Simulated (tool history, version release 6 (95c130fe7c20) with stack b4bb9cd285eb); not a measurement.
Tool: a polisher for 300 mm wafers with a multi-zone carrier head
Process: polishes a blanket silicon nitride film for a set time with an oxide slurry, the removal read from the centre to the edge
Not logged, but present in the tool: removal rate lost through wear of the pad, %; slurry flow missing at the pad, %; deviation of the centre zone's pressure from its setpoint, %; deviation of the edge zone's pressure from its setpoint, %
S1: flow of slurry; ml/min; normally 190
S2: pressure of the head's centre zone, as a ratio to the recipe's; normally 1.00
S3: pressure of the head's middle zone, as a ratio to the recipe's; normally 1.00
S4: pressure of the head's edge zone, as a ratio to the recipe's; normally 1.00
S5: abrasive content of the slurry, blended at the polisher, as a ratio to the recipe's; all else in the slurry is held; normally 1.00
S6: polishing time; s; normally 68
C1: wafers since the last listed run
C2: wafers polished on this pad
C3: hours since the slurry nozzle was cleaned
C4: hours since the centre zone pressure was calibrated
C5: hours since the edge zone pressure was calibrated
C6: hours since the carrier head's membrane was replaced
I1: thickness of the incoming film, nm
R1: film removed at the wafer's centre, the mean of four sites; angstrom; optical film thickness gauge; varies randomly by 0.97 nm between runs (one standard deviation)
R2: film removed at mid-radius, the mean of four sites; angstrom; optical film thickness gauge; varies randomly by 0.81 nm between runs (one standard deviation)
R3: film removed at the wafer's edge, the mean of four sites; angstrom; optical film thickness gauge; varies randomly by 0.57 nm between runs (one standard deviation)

run,hour,S1,S2,S3,S4,S5,S6,C1,C2,C3,C4,C5,C6,I1,R1,R2,R3
1,0.0,190,1.00,1.00,1.00,1.00,78,0,96,194.4,1169.8,722.9,1222.1,597.5,754,752,734
2,23.4,190,1.00,1.00,1.00,1.00,78,364,460,217.8,1193.2,746.3,1245.5,585.8,737,749,736
# hour 74.2: worn pad replaced by a new one
3,108.6,190,1.00,1.00,1.00,1.00,68,1264,536,303.0,1278.4,831.5,1330.7,588.9,625,659,640
4,126.5,190,1.00,1.00,1.00,1.00,68,278,814,320.9,1296.3,849.4,1348.6,586.3,640,646,641
# hour 145.8: edge zone pressure recalibrated
5,151.5,190,1.00,1.00,1.00,1.00,68,358,1172,345.9,1321.3,5.7,1373.6,585.2,640,664,645
# hour 156.8: worn pad replaced by a new one
# hour 160.3: slurry nozzle cleaned
# hour 165.0: centre zone pressure recalibrated
6,187.0,160,1.00,1.00,1.00,1.00,68,443,422,26.7,22.0,41.2,1409.1,594.0,578,582,593
# hour 199.5: carrier head's membrane replaced by a new one
7,199.9,160,1.00,1.00,1.00,1.00,68,123,545,39.6,34.9,54.1,0.4,593.0,558,582,589
8,214.6,190,1.00,1.00,0.96,1.00,68,228,774,54.3,49.6,68.8,15.1,588.1,601,588,598
# hour 245.6: worn pad replaced by a new one
9,250.2,190,1.05,1.00,1.00,1.00,84,492,71,89.9,85.2,104.4,50.7,596.8,756,719,749
# hour 254.8: slurry nozzle cleaned, repeated, since the last time left the tool worse
10,276.7,190,1.00,1.00,1.00,1.00,78,397,468,21.9,111.7,130.9,77.2,576.4,782,769,762
11,298.6,190,1.03,1.03,1.00,1.00,60,340,809,43.8,133.6,152.8,99.1,589.8,613,606,574
# hour 334.0: worn pad replaced by a new one
12,392.5,190,1.00,1.00,1.00,1.00,68,1399,911,137.7,227.5,246.7,193.0,601.2,675,661,646
# hour 412.1: worn pad replaced by a new one
13,417.5,245,1.11,1.00,1.07,1.00,44,326,83,162.7,252.5,271.7,218.0,596.4,489,443,446
14,433.0,210,1.00,1.04,0.95,0.75,68,241,324,178.2,268.0,287.2,233.5,578.6,576,595,560

4 options for the next run, each taken on its own from the tool as it stands now. Forecast them:
A,433.4,190,1.00,1.00,1.00,1.00,68,6,331,178.6,268.4,287.6,233.9,598.1,?,?,?
B,433.4,215,1.00,0.93,1.00,1.00,68,6,331,178.6,268.4,287.6,233.9,598.1,?,?,?
C,433.4,190,1.00,1.00,1.00,1.00,57,6,331,178.6,268.4,287.6,233.9,598.1,?,?,?
D,433.4,190,1.00,1.00,1.03,0.70,68,6,331,178.6,268.4,287.6,233.9,598.1,?,?,?

run,R1,R2,R3
A,650,668,650
B,665,645,660
C,545,560,545
D,546,560,554
Take away the tool's hidden state, keep each run's random variation, and the runs would have read:
run,R1,R2,R3
A,674,689,665
B,686,664,674
C,565,578,558
D,566,578,566
